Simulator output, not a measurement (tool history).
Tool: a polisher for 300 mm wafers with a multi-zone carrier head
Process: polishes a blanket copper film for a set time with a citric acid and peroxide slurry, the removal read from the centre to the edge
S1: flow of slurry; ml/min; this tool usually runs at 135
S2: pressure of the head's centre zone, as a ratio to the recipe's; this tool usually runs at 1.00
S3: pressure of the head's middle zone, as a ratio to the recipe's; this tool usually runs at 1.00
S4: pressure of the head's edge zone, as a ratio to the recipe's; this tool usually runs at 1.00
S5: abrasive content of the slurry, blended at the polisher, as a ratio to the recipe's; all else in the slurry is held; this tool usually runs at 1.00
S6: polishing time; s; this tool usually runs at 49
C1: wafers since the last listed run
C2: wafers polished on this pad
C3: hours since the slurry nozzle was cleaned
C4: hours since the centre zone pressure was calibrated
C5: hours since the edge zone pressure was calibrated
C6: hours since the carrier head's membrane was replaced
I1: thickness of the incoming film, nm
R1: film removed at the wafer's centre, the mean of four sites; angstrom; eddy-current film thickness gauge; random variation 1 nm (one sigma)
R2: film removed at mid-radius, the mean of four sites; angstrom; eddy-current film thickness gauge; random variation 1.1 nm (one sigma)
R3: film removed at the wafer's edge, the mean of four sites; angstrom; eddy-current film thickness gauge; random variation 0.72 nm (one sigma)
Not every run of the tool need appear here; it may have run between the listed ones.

{"run": 1, "day": 0.0, "S1": 135, "S2": 1.0, "S3": 1.0, "S4": 1.0, "S5": 1.0, "S6": 49, "C1": 0, "C2": 299, "C3": 433.6, "C4": 218.6, "C5": 943.0, "C6": 1049.8, "I1": 483.9, "R1": 1082, "R2": 1069, "R3": 1090}
{"run": 2, "day": 0.392, "S1": 135, "S2": 1.0, "S3": 1.0, "S4": 1.0, "S5": 1.0, "S6": 49, "C1": 64, "C2": 364, "C3": 443.0, "C4": 228.0, "C5": 952.4, "C6": 1059.2, "I1": 477.0, "R1": 1088, "R2": 1088, "R3": 1089}
{"run": 3, "day": 0.65, "S1": 135, "S2": 1.0, "S3": 1.0, "S4": 1.0, "S5": 1.0, "S6": 49, "C1": 42, "C2": 407, "C3": 449.2, "C4": 234.2, "C5": 958.6, "C6": 1065.4, "I1": 485.8, "R1": 1057, "R2": 1081, "R3": 1070}
{"run": 4, "day": 1.004, "S1": 135, "S2": 1.0, "S3": 1.0, "S4": 1.0, "S5": 1.0, "S6": 49, "C1": 58, "C2": 465, "C3": 457.7, "C4": 242.7, "C5": 967.1, "C6": 1073.9, "I1": 487.0, "R1": 1069, "R2": 1045, "R3": 1063}
{"day": 1.067, "done": "slurry nozzle cleaned"}
{"run": 5, "day": 1.4, "S1": 165, "S2": 1.0, "S3": 1.0, "S4": 1.0, "S5": 1.0, "S6": 49, "C1": 58, "C2": 524, "C3": 8.0, "C4": 252.2, "C5": 976.6, "C6": 1083.4, "I1": 479.2, "R1": 1091, "R2": 1095, "R3": 1101}
{"run": 6, "day": 2.004, "S1": 165, "S2": 1.0, "S3": 1.0, "S4": 1.0, "S5": 1.0, "S6": 49, "C1": 99, "C2": 624, "C3": 22.5, "C4": 266.7, "C5": 991.1, "C6": 1097.9, "I1": 475.7, "R1": 1082, "R2": 1076, "R3": 1076}
{"run": 7, "day": 2.433, "S1": 155, "S2": 0.92, "S3": 1.0, "S4": 1.12, "S5": 1.0, "S6": 34, "C1": 71, "C2": 695, "C3": 32.8, "C4": 277.0, "C5": 1001.4, "C6": 1108.2, "I1": 483.7, "R1": 670, "R2": 722, "R3": 765}
{"run": 8, "day": 3.071, "S1": 135, "S2": 1.0, "S3": 1.0, "S4": 1.0, "S5": 1.0, "S6": 49, "C1": 105, "C2": 801, "C3": 48.1, "C4": 292.3, "C5": 1016.7, "C6": 1123.5, "I1": 487.9, "R1": 992, "R2": 981, "R3": 995}
{"run": 9, "day": 3.55, "S1": 135, "S2": 1.0, "S3": 1.0, "S4": 1.0, "S5": 1.0, "S6": 49, "C1": 79, "C2": 880, "C3": 59.6, "C4": 303.8, "C5": 1028.2, "C6": 1135.0, "I1": 485.3, "R1": 966, "R2": 995, "R3": 979}
{"day": 3.821, "done": "carrier head's membrane replaced by a new one"}
{"day": 4.046, "done": "worn pad replaced by a new one"}
{"run": 10, "day": 4.067, "S1": 175, "S2": 0.93, "S3": 1.0, "S4": 0.97, "S5": 1.0, "S6": 49, "C1": 23, "C2": 3, "C3": 72.0, "C4": 316.2, "C5": 1040.6, "C6": 5.9, "I1": 475.9, "R1": 1093, "R2": 1153, "R3": 1141}
{"run": 11, "day": 4.583, "S1": 180, "S2": 1.0, "S3": 1.0, "S4": 1.05, "S5": 1.0, "S6": 49, "C1": 85, "C2": 88, "C3": 84.4, "C4": 328.6, "C5": 1053.0, "C6": 18.3, "I1": 483.3, "R1": 1188, "R2": 1180, "R3": 1187}
{"day": 4.825, "done": "edge zone pressure recalibrated"}
{"run": 12, "day": 5.229, "S1": 135, "S2": 1.0, "S3": 1.0, "S4": 1.0, "S5": 1.0, "S6": 49, "C1": 93, "C2": 181, "C3": 99.9, "C4": 344.1, "C5": 9.7, "C6": 33.8, "I1": 474.3, "R1": 1101, "R2": 1105, "R3": 1110}
{"run": 13, "day": 5.65, "S1": 135, "S2": 1.11, "S3": 1.0, "S4": 0.97, "S5": 1.0, "S6": 49, "C1": 69, "C2": 251, "C3": 110.0, "C4": 354.2, "C5": 19.8, "C6": 43.9, "I1": 477.8, "R1": 1199, "R2": 1080, "R3": 1084}
{"run": 14, "day": 6.017, "S1": 135, "S2": 1.0, "S3": 1.0, "S4": 1.0, "S5": 0.9, "S6": 49, "C1": 60, "C2": 312, "C3": 118.8, "C4": 363.0, "C5": 28.6, "C6": 52.7, "I1": 474.5, "R1": 1069, "R2": 1063, "R3": 1073}
{"day": 6.271, "done": "centre zone pressure recalibrated"}
{"run": 15, "day": 6.5, "S1": 115, "S2": 1.0, "S3": 1.0, "S4": 1.06, "S5": 1.0, "S6": 49, "C1": 66, "C2": 378, "C3": 130.4, "C4": 5.5, "C5": 40.2, "C6": 64.3, "I1": 479.9, "R1": 1056, "R2": 1065, "R3": 1091}
{"run": 16, "day": 7.033, "S1": 135, "S2": 1.0, "S3": 1.0, "S4": 1.0, "S5": 1.0, "S6": 49, "C1": 88, "C2": 466, "C3": 143.2, "C4": 18.3, "C5": 53.0, "C6": 77.1, "I1": 479.6, "R1": 1059, "R2": 1065, "R3": 1071}
{"run": 17, "day": 7.417, "S1": 135, "S2": 1.06, "S3": 1.0, "S4": 1.0, "S5": 1.0, "S6": 44, "C1": 63, "C2": 530, "C3": 152.4, "C4": 27.5, "C5": 62.2, "C6": 86.3, "I1": 481.6, "R1": 1022, "R2": 937, "R3": 941}
{"run": 18, "day": 8.15, "S1": 135, "S2": 1.0, "S3": 1.0, "S4": 1.0, "S5": 1.0, "S6": 49, "C1": 121, "C2": 651, "C3": 170.0, "C4": 45.1, "C5": 79.8, "C6": 103.9, "I1": 473.2, "R1": 1015, "R2": 1031, "R3": 1037}
{"run": 19, "day": 8.496, "S1": 135, "S2": 1.0, "S3": 0.9, "S4": 1.0, "S5": 1.0, "S6": 57, "C1": 57, "C2": 708, "C3": 178.3, "C4": 53.4, "C5": 88.1, "C6": 112.2, "I1": 479.9, "R1": 1195, "R2": 1083, "R3": 1196}
{"run": 20, "day": 8.758, "S1": 135, "S2": 1.0, "S3": 1.0, "S4": 1.0, "S5": 1.0, "S6": 49, "C1": 43, "C2": 752, "C3": 184.6, "C4": 59.7, "C5": 94.4, "C6": 118.5, "I1": 484.4, "R1": 1019, "R2": 1015, "R3": 1006}
{"run": 21, "day": 9.092, "S1": 135, "S2": 1.0, "S3": 1.0, "S4": 1.0, "S5": 1.2, "S6": 49, "C1": 55, "C2": 807, "C3": 192.6, "C4": 67.7, "C5": 102.4, "C6": 126.5, "I1": 481.2, "R1": 1032, "R2": 1056, "R3": 1041}
{"day": 9.475, "done": "worn pad replaced by a new one"}
{"run": 22, "day": 9.679, "S1": 175, "S2": 1.07, "S3": 1.1, "S4": 1.0, "S5": 0.9, "S6": 49, "C1": 69, "C2": 33, "C3": 206.7, "C4": 81.8, "C5": 116.5, "C6": 140.6, "I1": 472.8, "R1": 1201, "R2": 1225, "R3": 1112}

Consider 4 possible next runs. They are alternatives, not a sequence: every one starts from the tool as it was left by run 22. What does each give?
{"run": "A", "day": 9.696, "S1": 135, "S2": 1.0, "S3": 1.0, "S4": 1.0, "S5": 1.0, "S6": 49, "C1": 2, "C2": 36, "C3": 207.1, "C4": 82.2, "C5": 116.9, "C6": 141.0, "I1": 484.8, "R1": "?", "R2": "?", "R3": "?"}
{"run": "B", "day": 9.696, "S1": 135, "S2": 0.93, "S3": 1.0, "S4": 1.0, "S5": 1.25, "S6": 35, "C1": 2, "C2": 36, "C3": 207.1, "C4": 82.2, "C5": 116.9, "C6": 141.0, "I1": 484.8, "R1": "?", "R2": "?", "R3": "?"}
{"run": "C", "day": 9.696, "S1": 135, "S2": 1.0, "S3": 1.12, "S4": 1.0, "S5": 1.0, "S6": 49, "C1": 2, "C2": 36, "C3": 207.1, "C4": 82.2, "C5": 116.9, "C6": 141.0, "I1": 484.8, "R1": "?", "R2": "?", "R3": "?"}
{"run": "D", "day": 9.696, "S1": 135, "S2": 0.89, "S3": 1.08, "S4": 1.0, "S5": 1.0, "S6": 49, "C1": 2, "C2": 36, "C3": 207.1, "C4": 82.2, "C5": 116.9, "C6": 141.0, "I1": 484.8, "R1": "?", "R2": "?", "R3": "?"}

run=A R1=1125 R2=1098 R3=1115
run=B R1=796 R2=831 R3=844
run=C R1=1126 R2=1209 R3=1113
run=D R1=1012 R2=1172 R3=1114
Take away the tool's hidden state, keep each run's random variation, and the runs would have read:
run=A R1=1131 R2=1103 R3=1121
run=B R1=800 R2=835 R3=848
run=C R1=1132 R2=1215 R3=1119
run=D R1=1017 R2=1178 R3=1120
